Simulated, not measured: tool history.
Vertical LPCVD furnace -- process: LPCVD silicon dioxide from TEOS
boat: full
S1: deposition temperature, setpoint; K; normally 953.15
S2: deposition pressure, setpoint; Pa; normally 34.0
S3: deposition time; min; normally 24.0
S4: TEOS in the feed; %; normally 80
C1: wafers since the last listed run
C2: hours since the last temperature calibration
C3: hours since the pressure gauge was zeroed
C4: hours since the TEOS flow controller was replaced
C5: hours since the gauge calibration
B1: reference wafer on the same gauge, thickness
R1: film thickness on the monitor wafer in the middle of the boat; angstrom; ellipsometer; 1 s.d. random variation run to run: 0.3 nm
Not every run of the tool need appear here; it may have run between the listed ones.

{"run": 1, "day": 0.0, "S1": 953.15, "S2": 34.0, "S3": 24.0, "S4": 91, "C1": 0, "C2": 918.6, "C3": 637.2, "C4": 2300.6, "C5": 345.8, "B1": 111.89, "R1": 1296.7}
{"run": 2, "day": 2.854, "S1": 953.15, "S2": 34.0, "S3": 24.0, "S4": 91, "C1": 1175, "C2": 987.1, "C3": 705.7, "C4": 2369.1, "C5": 414.3, "B1": 111.7, "R1": 1301.4}
{"run": 3, "day": 6.05, "S1": 953.15, "S2": 34.0, "S3": 24.0, "S4": 77, "C1": 1316, "C2": 1063.8, "C3": 782.4, "C4": 2445.8, "C5": 491.0, "B1": 111.67, "R1": 1190.9}
{"run": 4, "day": 9.029, "S1": 953.15, "S2": 34.0, "S3": 24.0, "S4": 77, "C1": 1227, "C2": 1135.3, "C3": 853.9, "C4": 2517.3, "C5": 562.5, "B1": 111.74, "R1": 1197.4}
{"run": 5, "day": 12.304, "S1": 953.15, "S2": 34.0, "S3": 24.0, "S4": 80, "C1": 1349, "C2": 1213.9, "C3": 932.5, "C4": 2595.9, "C5": 641.1, "B1": 111.61, "R1": 1216.1}
{"run": 6, "day": 15.621, "S1": 953.15, "S2": 34.0, "S3": 24.0, "S4": 80, "C1": 1366, "C2": 1293.5, "C3": 1012.1, "C4": 2675.5, "C5": 720.7, "B1": 111.56, "R1": 1211.4}
{"run": 7, "day": 18.938, "S1": 953.15, "S2": 34.0, "S3": 24.0, "S4": 80, "C1": 1366, "C2": 1373.1, "C3": 1091.7, "C4": 2755.1, "C5": 800.3, "B1": 111.55, "R1": 1215.8}
{"day": 21.654, "done": "TEOS flow controller replaced"}
{"run": 8, "day": 23.004, "S1": 953.15, "S2": 34.0, "S3": 20.0, "S4": 69, "C1": 1263, "C2": 1470.7, "C3": 1189.3, "C4": 32.4, "C5": 897.9, "B1": 111.51, "R1": 940.3}
{"run": 9, "day": 24.904, "S1": 953.15, "S2": 34.0, "S3": 20.0, "S4": 69, "C1": 782, "C2": 1516.3, "C3": 1234.9, "C4": 78.0, "C5": 943.5, "B1": 111.54, "R1": 936.6}
{"run": 10, "day": 27.538, "S1": 953.15, "S2": 34.0, "S3": 20.0, "S4": 69, "C1": 1084, "C2": 1579.5, "C3": 1298.1, "C4": 141.2, "C5": 1006.7, "B1": 111.38, "R1": 940.7}
{"run": 11, "day": 29.962, "S1": 953.15, "S2": 34.0, "S3": 24.0, "S4": 80, "C1": 999, "C2": 1637.7, "C3": 1356.3, "C4": 199.4, "C5": 1064.9, "B1": 111.36, "R1": 1209.5}
{"run": 12, "day": 31.504, "S1": 942.15, "S2": 34.0, "S3": 24.0, "S4": 75, "C1": 635, "C2": 1674.7, "C3": 1393.3, "C4": 236.4, "C5": 1101.9, "B1": 111.34, "R1": 891.4}
{"day": 33.829, "done": "pressure gauge zeroed"}
{"run": 13, "day": 36.992, "S1": 953.15, "S2": 34.0, "S3": 24.0, "S4": 80, "C1": 1848, "C2": 1806.4, "C3": 75.9, "C4": 368.1, "C5": 1233.6, "B1": 111.15, "R1": 1213.7}
{"run": 14, "day": 38.988, "S1": 953.15, "S2": 34.0, "S3": 24.0, "S4": 80, "C1": 822, "C2": 1854.3, "C3": 123.8, "C4": 416.0, "C5": 1281.5, "B1": 111.22, "R1": 1209.8}
{"run": 15, "day": 42.996, "S1": 960.15, "S2": 34.0, "S3": 29.0, "S4": 80, "C1": 1651, "C2": 1950.5, "C3": 220.0, "C4": 512.2, "C5": 1377.7, "B1": 111.14, "R1": 1733.4}
{"run": 16, "day": 47.046, "S1": 957.15, "S2": 34.0, "S3": 15.0, "S4": 86, "C1": 1668, "C2": 2047.7, "C3": 317.2, "C4": 609.4, "C5": 1474.9, "B1": 111.13, "R1": 860.6}
{"run": 17, "day": 50.083, "S1": 953.15, "S2": 34.0, "S3": 24.0, "S4": 86, "C1": 1251, "C2": 2120.6, "C3": 390.1, "C4": 682.3, "C5": 1547.8, "B1": 111.01, "R1": 1249.0}
{"run": 18, "day": 52.212, "S1": 953.15, "S2": 36.7, "S3": 24.0, "S4": 80, "C1": 877, "C2": 2171.7, "C3": 441.2, "C4": 733.4, "C5": 1598.9, "B1": 111.06, "R1": 1253.2}
{"run": 19, "day": 56.029, "S1": 947.15, "S2": 41.3, "S3": 31.5, "S4": 75, "C1": 1572, "C2": 2263.3, "C3": 532.8, "C4": 825.0, "C5": 1690.5, "B1": 111.02, "R1": 1463.9}
{"run": 20, "day": 59.025, "S1": 953.15, "S2": 34.0, "S3": 24.0, "S4": 80, "C1": 1234, "C2": 2335.2, "C3": 604.7, "C4": 896.9, "C5": 1762.4, "B1": 110.96, "R1": 1204.8}
{"run": 21, "day": 62.246, "S1": 965.15, "S2": 30.0, "S3": 24.0, "S4": 80, "C1": 1327, "C2": 2412.5, "C3": 682.0, "C4": 974.2, "C5": 1839.7, "B1": 110.87, "R1": 1511.6}
{"day": 65.562, "done": "thermocouples replaced and temperature profile calibrated"}
{"run": 22, "day": 66.571, "S1": 953.15, "S2": 34.0, "S3": 24.0, "S4": 80, "C1": 1369, "C2": 24.2, "C3": 785.8, "C4": 1078.0, "C5": 1943.5, "B1": 110.8, "R1": 1206.6}
{"run": 23, "day": 68.462, "S1": 946.15, "S2": 37.3, "S3": 24.0, "S4": 73, "C1": 779, "C2": 69.6, "C3": 831.2, "C4": 1123.4, "C5": 1988.9, "B1": 110.79, "R1": 1016.6}
{"day": 72.688, "done": "gauge calibrated"}
{"run": 24, "day": 72.779, "S1": 953.15, "S2": 34.0, "S3": 15.0, "S4": 80, "C1": 1778, "C2": 173.2, "C3": 934.8, "C4": 1227.0, "C5": 2.2, "B1": 112.07, "R1": 764.2}
{"run": 25, "day": 77.246, "S1": 957.15, "S2": 34.0, "S3": 15.0, "S4": 86, "C1": 1840, "C2": 280.4, "C3": 1042.0, "C4": 1334.2, "C5": 109.4, "B1": 112.01, "R1": 871.9}
{"run": 26, "day": 81.038, "S1": 964.15, "S2": 27.3, "S3": 24.0, "S4": 71, "C1": 1562, "C2": 371.4, "C3": 1133.0, "C4": 1425.2, "C5": 200.4, "B1": 112.05, "R1": 1343.9}
{"run": 27, "day": 83.458, "S1": 953.15, "S2": 37.3, "S3": 18.5, "S4": 80, "C1": 997, "C2": 429.5, "C3": 1191.1, "C4": 1483.3, "C5": 258.5, "B1": 111.95, "R1": 984.7}
{"run": 28, "day": 87.742, "S1": 953.15, "S2": 34.0, "S3": 20.0, "S4": 69, "C1": 1764, "C2": 532.3, "C3": 1293.9, "C4": 1586.1, "C5": 361.3, "B1": 111.84, "R1": 942.1}
{"run": 29, "day": 92.908, "S1": 963.15, "S2": 34.0, "S3": 32.5, "S4": 80, "C1": 2128, "C2": 656.3, "C3": 1417.9, "C4": 1710.1, "C5": 485.3, "B1": 111.79, "R1": 2102.1}
{"run": 30, "day": 96.892, "S1": 962.15, "S2": 42.0, "S3": 24.0, "S4": 80, "C1": 1641, "C2": 751.9, "C3": 1513.5, "C4": 1805.7, "C5": 580.9, "B1": 111.8, "R1": 1671.3}

Measured less the same run without the tool's hidden state. The same run-to-run variation is in both; the gauge's scatter may not be:
Unlogged tool condition in this case: true tube temperature minus thermocouple reading, K; true pressure minus gauge reading, mTorr; deviation of the TEOS flow from its setpoint, %; gauge reads high (%).
run=1 R1=-2.0
run=2 R1=-2.6
run=3 R1=-2.9
run=4 R1=-3.4
run=5 R1=-3.9
run=6 R1=-4.5
run=7 R1=-5.0
run=8 R1=-4.4
run=9 R1=-4.7
run=10 R1=-5.0
run=11 R1=-6.8
run=12 R1=-5.3
run=13 R1=-8.0
run=14 R1=-8.3
run=15 R1=-12.9
run=16 R1=-6.9
run=17 R1=-10.5
run=18 R1=-11.0
run=19 R1=-13.5
run=20 R1=-11.6
run=21 R1=-15.3
run=22 R1=-12.9
run=23 R1=-11.1
run=24 R1=+0.7
run=25 R1=+0.3
run=26 R1=-0.1
run=27 R1=-0.4
run=28 R1=-1.0
run=29 R1=-3.6
run=30 R1=-3.8
